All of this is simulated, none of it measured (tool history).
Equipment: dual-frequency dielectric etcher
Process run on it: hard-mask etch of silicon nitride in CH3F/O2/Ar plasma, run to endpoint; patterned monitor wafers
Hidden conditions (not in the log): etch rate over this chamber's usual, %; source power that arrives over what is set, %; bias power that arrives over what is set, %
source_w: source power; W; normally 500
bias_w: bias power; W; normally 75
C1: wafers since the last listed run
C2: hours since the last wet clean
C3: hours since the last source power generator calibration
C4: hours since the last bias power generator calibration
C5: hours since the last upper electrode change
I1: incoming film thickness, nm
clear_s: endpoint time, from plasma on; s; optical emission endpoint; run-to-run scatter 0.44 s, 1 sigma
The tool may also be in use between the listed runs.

Run 1, hour 0.0: usual settings; C1 0; C2 59.4; C3 611.5; C4 2052.3; C5 1928.1; I1 44.12. Result: clear_s 57.0 s.
Run 2, hour 44.6: usual settings but bias_w 70 W; C1 558; C2 104.0; C3 656.1; C4 2096.9; C5 1972.7; I1 44.50. Result: clear_s 57.7 s.
Run 3, hour 82.3: usual settings but bias_w 88 W; C1 472; C2 141.7; C3 693.8; C4 2134.6; C5 2010.4; I1 43.62. Result: clear_s 54.0 s.
Run 4, hour 151.3: usual settings; C1 864; C2 210.7; C3 762.8; C4 2203.6; C5 2079.4; I1 43.93. Result: clear_s 54.9 s.
Run 5, hour 207.0: usual settings but source_w 580 W; C1 697; C2 266.4; C3 818.5; C4 2259.3; C5 2135.1; I1 43.69. Result: clear_s 52.4 s.
Run 6, hour 236.6: usual settings but source_w 580 W; C1 370; C2 296.0; C3 848.1; C4 2288.9; C5 2164.7; I1 43.98. Result: clear_s 52.2 s.
Run 7, hour 297.6: usual settings but source_w 580 W; C1 763; C2 357.0; C3 909.1; C4 2349.9; C5 2225.7; I1 44.12. Result: clear_s 51.2 s.
At hour 338.4: wet clean of the chamber.
Run 8, hour 338.9: usual settings; C1 216; C2 0.5; C3 950.4; C4 2391.2; C5 2267.0; I1 43.62. Result: clear_s 56.2 s.
Run 9, hour 389.5: usual settings; C1 633; C2 51.1; C3 1001.0; C4 2441.8; C5 2317.6; I1 43.88. Result: clear_s 57.2 s.
Run 10, hour 543.8: usual settings; C1 1932; C2 205.4; C3 1155.3; C4 2596.1; C5 2471.9; I1 44.05. Result: clear_s 56.0 s.
Run 11, hour 593.5: usual settings; C1 622; C2 255.1; C3 1205.0; C4 2645.8; C5 2521.6; I1 43.79. Result: clear_s 55.2 s.
Run 12, hour 640.2: usual settings; C1 584; C2 301.8; C3 1251.7; C4 2692.5; C5 2568.3; I1 43.93. Result: clear_s 55.2 s.
Run 13, hour 671.3: usual settings but source_w 530 W; C1 389; C2 332.9; C3 1282.8; C4 2723.6; C5 2599.4; I1 43.93. Result: clear_s 53.9 s.
At hour 712.6: wet clean of the chamber.
Run 14, hour 732.0: usual settings but source_w 570 W, bias_w 91 W; C1 459; C2 19.4; C3 1343.5; C4 2784.3; C5 2660.1; I1 43.58. Result: clear_s 51.0 s.
At hour 737.2: source power generator calibrated.
Run 15, hour 771.1: usual settings; C1 439; C2 58.5; C3 33.9; C4 2823.4; C5 2699.2; I1 43.62. Result: clear_s 55.3 s.
Run 16, hour 812.9: usual settings; C1 523; C2 100.3; C3 75.7; C4 2865.2; C5 2741.0; I1 44.32. Result: clear_s 57.4 s.
Run 17, hour 856.9: usual settings but bias_w 88 W; C1 551; C2 144.3; C3 119.7; C4 2909.2; C5 2785.0; I1 43.65. Result: clear_s 53.1 s.
At hour 906.4: upper electrode replaced, of another model than before.
Run 18, hour 906.9: usual settings but source_w 560 W; C1 325; C2 194.3; C3 169.7; C4 2959.2; C5 0.5; I1 44.14. Result: clear_s 53.7 s.
Run 19, hour 933.7: usual settings but source_w 580 W, bias_w 86 W; C1 335; C2 221.1; C3 196.5; C4 2986.0; C5 27.3; I1 44.03. Result: clear_s 50.5 s.
Run 20, hour 966.6: usual settings but bias_w 64 W; C1 412; C2 254.0; C3 229.4; C4 3018.9; C5 60.2; I1 43.99. Result: clear_s 58.4 s.
Run 21, hour 991.4: usual settings but source_w 530 W; C1 310; C2 278.8; C3 254.2; C4 3043.7; C5 85.0; I1 43.59. Result: clear_s 54.0 s.
At hour 1029.0: bias power generator calibrated.
At hour 1040.1: wet clean of the chamber.
Run 22, hour 1057.4: usual settings but source_w 560 W, bias_w 92 W; C1 638; C2 17.3; C3 320.2; C4 28.4; C5 151.0; I1 44.03. Result: clear_s 51.5 s.
Run 23, hour 1224.8: usual settings but source_w 560 W, bias_w 94 W; C1 2096; C2 184.7; C3 487.6; C4 195.8; C5 318.4; I1 43.93. Result: clear_s 50.2 s.
Run 24, hour 1271.2: usual settings but source_w 470 W, bias_w 80 W; C1 581; C2 231.1; C3 534.0; C4 242.2; C5 364.8; I1 44.09. Result: clear_s 55.6 s.
Run 25, hour 1308.2: usual settings but bias_w 64 W; C1 463; C2 268.1; C3 571.0; C4 279.2; C5 401.8; I1 44.14. Result: clear_s 58.5 s.

3 ways to go on from here, each from the tool as it stands after run 25. What would each give?
Run A, hour 1308.6: usual settings but bias_w 94 W; C1 5; C2 268.5; C3 571.4; C4 279.6; C5 402.2; I1 43.88. Result: clear_s ?.
Run B, hour 1308.6: usual settings but source_w 570 W, bias_w 84 W; C1 5; C2 268.5; C3 571.4; C4 279.6; C5 402.2; I1 43.88. Result: clear_s ?.
Run C, hour 1308.6: usual settings but source_w 460 W, bias_w 59 W; C1 5; C2 268.5; C3 571.4; C4 279.6; C5 402.2; I1 43.88. Result: clear_s ?.

run  clear_s
  A     50.3
  B     50.7
  C     61.3
With the hidden condition removed and each run's random variation left untouched, the same runs would have given:
run  clear_s
  A     52.4
  B     52.8
  C     63.8

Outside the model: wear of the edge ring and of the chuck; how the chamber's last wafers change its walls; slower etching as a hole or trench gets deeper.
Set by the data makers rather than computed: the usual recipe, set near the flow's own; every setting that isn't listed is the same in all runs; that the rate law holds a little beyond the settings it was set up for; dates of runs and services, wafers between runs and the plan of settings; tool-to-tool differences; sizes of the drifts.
